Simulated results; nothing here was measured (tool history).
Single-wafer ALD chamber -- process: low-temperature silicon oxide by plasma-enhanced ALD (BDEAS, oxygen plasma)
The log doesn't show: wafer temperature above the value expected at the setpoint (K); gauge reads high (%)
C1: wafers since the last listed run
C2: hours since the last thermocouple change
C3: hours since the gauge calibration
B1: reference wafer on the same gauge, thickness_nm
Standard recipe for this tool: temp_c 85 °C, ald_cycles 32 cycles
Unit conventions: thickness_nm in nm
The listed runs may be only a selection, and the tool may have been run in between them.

{"run": 1, "hour": 0.0, "temp_c": 93, "ald_cycles": 32, "C1": 0, "C2": 450.9, "C3": 219.3, "B1": 4.73, "thickness_nm": 4.634}
{"run": 2, "hour": 14.7, "temp_c": 93, "ald_cycles": 32, "C1": 158, "C2": 465.6, "C3": 234, "B1": 4.732, "thickness_nm": 4.675}
{"run": 3, "hour": 41.1, "temp_c": 88, "ald_cycles": 32, "C1": 284, "C2": 492, "C3": 260.4, "B1": 4.729, "thickness_nm": 4.726}
{"run": 4, "hour": 65.1, "temp_c": 88, "ald_cycles": 32, "C1": 258, "C2": 516, "C3": 284.4, "B1": 4.73, "thickness_nm": 4.745}
{"run": 5, "hour": 96.3, "temp_c": 88, "ald_cycles": 32, "C1": 336, "C2": 547.2, "C3": 315.6, "B1": 4.728, "thickness_nm": 4.749}
{"run": 6, "hour": 109.3, "temp_c": 85, "ald_cycles": 30, "C1": 140, "C2": 560.2, "C3": 328.6, "B1": 4.731, "thickness_nm": 4.465}
{"run": 7, "hour": 132.1, "temp_c": 85, "ald_cycles": 32, "C1": 245, "C2": 583, "C3": 351.4, "B1": 4.729, "thickness_nm": 4.785}
{"run": 8, "hour": 152.0, "temp_c": 85, "ald_cycles": 32, "C1": 214, "C2": 602.9, "C3": 371.3, "B1": 4.731, "thickness_nm": 4.791}
{"run": 9, "hour": 165.5, "temp_c": 89, "ald_cycles": 32, "C1": 145, "C2": 616.4, "C3": 384.8, "B1": 4.725, "thickness_nm": 4.705}
{"run": 10, "hour": 191.9, "temp_c": 89, "ald_cycles": 32, "C1": 284, "C2": 642.8, "C3": 411.2, "B1": 4.731, "thickness_nm": 4.693}
{"run": 11, "hour": 228.2, "temp_c": 74, "ald_cycles": 28, "C1": 391, "C2": 679.1, "C3": 447.5, "B1": 4.729, "thickness_nm": 4.344}
{"run": 12, "hour": 242.6, "temp_c": 74, "ald_cycles": 28, "C1": 155, "C2": 693.5, "C3": 461.9, "B1": 4.733, "thickness_nm": 4.335}
{"run": 13, "hour": 288.6, "temp_c": 85, "ald_cycles": 32, "C1": 495, "C2": 739.5, "C3": 507.9, "B1": 4.729, "thickness_nm": 4.782}
{"run": 14, "hour": 310.3, "temp_c": 85, "ald_cycles": 32, "C1": 233, "C2": 761.2, "C3": 529.6, "B1": 4.727, "thickness_nm": 4.758}
{"run": 15, "hour": 323.0, "temp_c": 85, "ald_cycles": 32, "C1": 136, "C2": 773.9, "C3": 542.3, "B1": 4.731, "thickness_nm": 4.765}
{"run": 16, "hour": 356.0, "temp_c": 85, "ald_cycles": 32, "C1": 355, "C2": 806.9, "C3": 575.3, "B1": 4.73, "thickness_nm": 4.755}
{"run": 17, "hour": 377.4, "temp_c": 85, "ald_cycles": 32, "C1": 230, "C2": 828.3, "C3": 596.7, "B1": 4.73, "thickness_nm": 4.754}
{"run": 18, "hour": 408.2, "temp_c": 85, "ald_cycles": 32, "C1": 331, "C2": 859.1, "C3": 627.5, "B1": 4.731, "thickness_nm": 4.768}
{"run": 19, "hour": 431.0, "temp_c": 85, "ald_cycles": 32, "C1": 245, "C2": 881.9, "C3": 650.3, "B1": 4.731, "thickness_nm": 4.753}
{"run": 20, "hour": 450.9, "temp_c": 85, "ald_cycles": 32, "C1": 214, "C2": 901.8, "C3": 670.2, "B1": 4.731, "thickness_nm": 4.757}
{"run": 21, "hour": 485.0, "temp_c": 85, "ald_cycles": 32, "C1": 367, "C2": 935.9, "C3": 704.3, "B1": 4.728, "thickness_nm": 4.737}
{"run": 22, "hour": 510.8, "temp_c": 76, "ald_cycles": 32, "C1": 278, "C2": 961.7, "C3": 730.1, "B1": 4.732, "thickness_nm": 4.865}
{"run": 23, "hour": 535.4, "temp_c": 93, "ald_cycles": 32, "C1": 265, "C2": 986.3, "C3": 754.7, "B1": 4.728, "thickness_nm": 4.648}
{"run": 24, "hour": 564.9, "temp_c": 85, "ald_cycles": 32, "C1": 317, "C2": 1015.8, "C3": 784.2, "B1": 4.728, "thickness_nm": 4.758}
{"run": 25, "hour": 589.9, "temp_c": 73, "ald_cycles": 35, "C1": 269, "C2": 1040.8, "C3": 809.2, "B1": 4.731, "thickness_nm": 5.414}
{"hour": 593.7, "done": "gauge calibrated"}
{"hour": 618.2, "done": "thermocouple changed; heater temperature recalibrated"}
{"run": 26, "hour": 618.7, "temp_c": 99, "ald_cycles": 32, "C1": 224, "C2": 0.5, "C3": 25, "B1": 4.731, "thickness_nm": 4.524}
{"run": 27, "hour": 644.3, "temp_c": 85, "ald_cycles": 32, "C1": 275, "C2": 26.1, "C3": 50.6, "B1": 4.729, "thickness_nm": 4.709}
{"run": 28, "hour": 672.4, "temp_c": 85, "ald_cycles": 32, "C1": 302, "C2": 54.2, "C3": 78.7, "B1": 4.731, "thickness_nm": 4.681}
{"run": 29, "hour": 686.6, "temp_c": 85, "ald_cycles": 34, "C1": 153, "C2": 68.4, "C3": 92.9, "B1": 4.729, "thickness_nm": 4.977}
{"run": 30, "hour": 698.7, "temp_c": 85, "ald_cycles": 32, "C1": 130, "C2": 80.5, "C3": 105, "B1": 4.731, "thickness_nm": 4.705}
{"run": 31, "hour": 711.2, "temp_c": 99, "ald_cycles": 35, "C1": 134, "C2": 93, "C3": 117.5, "B1": 4.728, "thickness_nm": 4.962}
{"run": 32, "hour": 725.2, "temp_c": 93, "ald_cycles": 29, "C1": 150, "C2": 107, "C3": 131.5, "B1": 4.734, "thickness_nm": 4.12}
{"hour": 742.1, "done": "thermocouple changed; heater temperature recalibrated, repeated, since the last time left the tool worse"}
{"run": 33, "hour": 752.5, "temp_c": 85, "ald_cycles": 32, "C1": 207, "C2": 10.4, "C3": 158.8, "B1": 4.733, "thickness_nm": 4.815}
{"run": 34, "hour": 773.7, "temp_c": 73, "ald_cycles": 28, "C1": 228, "C2": 31.6, "C3": 180, "B1": 4.73, "thickness_nm": 4.35}
{"run": 35, "hour": 793.0, "temp_c": 91, "ald_cycles": 30, "C1": 207, "C2": 50.9, "C3": 199.3, "B1": 4.728, "thickness_nm": 4.443}
{"run": 36, "hour": 829.0, "temp_c": 85, "ald_cycles": 35, "C1": 387, "C2": 86.9, "C3": 235.3, "B1": 4.73, "thickness_nm": 5.251}
{"run": 37, "hour": 859.9, "temp_c": 74, "ald_cycles": 36, "C1": 332, "C2": 117.8, "C3": 266.2, "B1": 4.729, "thickness_nm": 5.622}
{"run": 38, "hour": 888.8, "temp_c": 85, "ald_cycles": 38, "C1": 311, "C2": 146.7, "C3": 295.1, "B1": 4.73, "thickness_nm": 5.729}
{"run": 39, "hour": 901.4, "temp_c": 85, "ald_cycles": 32, "C1": 135, "C2": 159.3, "C3": 307.7, "B1": 4.733, "thickness_nm": 4.815}
{"run": 40, "hour": 931.8, "temp_c": 98, "ald_cycles": 34, "C1": 327, "C2": 189.7, "C3": 338.1, "B1": 4.735, "thickness_nm": 4.862}

Run 41 is up next; what results do you expect?
{"run": 41, "hour": 952.7, "temp_c": 73, "ald_cycles": 26, "C1": 225, "C2": 210.6, "C3": 359, "B1": "?", "thickness_nm": "?"}

{"run 41": {"B1": 4.732, "thickness_nm": 4.087}}
The same run, on a tool lacking any hidden state, would have yielded thickness_nm 4.098 nm.

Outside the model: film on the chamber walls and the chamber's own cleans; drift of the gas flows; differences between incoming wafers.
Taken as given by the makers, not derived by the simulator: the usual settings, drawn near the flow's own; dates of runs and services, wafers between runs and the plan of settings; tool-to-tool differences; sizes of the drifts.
